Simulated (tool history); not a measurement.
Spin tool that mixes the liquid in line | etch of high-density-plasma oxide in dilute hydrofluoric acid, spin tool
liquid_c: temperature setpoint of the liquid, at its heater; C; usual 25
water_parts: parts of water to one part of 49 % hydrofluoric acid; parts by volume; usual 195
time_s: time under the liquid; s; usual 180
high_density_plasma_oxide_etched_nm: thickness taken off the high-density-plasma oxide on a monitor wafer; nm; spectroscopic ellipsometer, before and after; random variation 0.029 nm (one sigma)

run	hour	liquid_c	water_parts	time_s	read-back film thickness of the high-density-plasma oxide reference wafer, read on the same gauge (nm)	high_density_plasma_oxide_etched_nm
1	0	25	195	180	89.999	4.756
2	83.1	25	195	180	89.958	4.76
3	179	25	195	180	89.966	4.818
4	283.5	25	195	180	89.945	4.802
# hour 483.9: hydrofluoric acid flow meter replaced
5	518.2	25	220	180	89.974	4.187
6	621.2	25	195	180	89.998	4.874
7	717.5	25	195	180	89.987	4.894
8	765.9	25	260	180	90.023	3.383
9	820.7	25	260	180	90.014	3.439
10	917.1	29	165	180	90.018	7.006
11	976.2	29	130	180	90.013	9.296
# hour 1015.8: gauge calibrated
# hour 1058.7: thermometer replaced
12	1059.8	27.5	195	75	89.963	2.06
13	1097.6	25	195	265	90.012	6.694
14	1135.2	25	195	180	90.017	4.525
# hour 1158.6: hydrofluoric acid flow meter replaced
15	1190.8	25	220	180	89.959	3.856
16	1264.9	25	195	180	90.006	4.58
17	1369.3	25	225	180	90.012	3.825
18	1411.1	22.5	95	180	90.021	9.546
19	1471.8	27	105	180	89.959	10.161

The same runs without the tool's hidden state, with the same run-to-run variation:
The hidden state here: liquid hotter than its thermometer reads (K); hydrofluoric acid flow below the setpoint (%); gauge reads high (%).
run	high_density_plasma_oxide_etched_nm
1	4.467
2	4.457
3	4.492
4	4.458
5	3.855
6	4.46
7	4.461
8	3.09
9	3.135
10	6.348
11	8.377
12	2.036
13	6.602
14	4.456
15	3.788
16	4.484
17	3.73
18	9.263
19	9.847
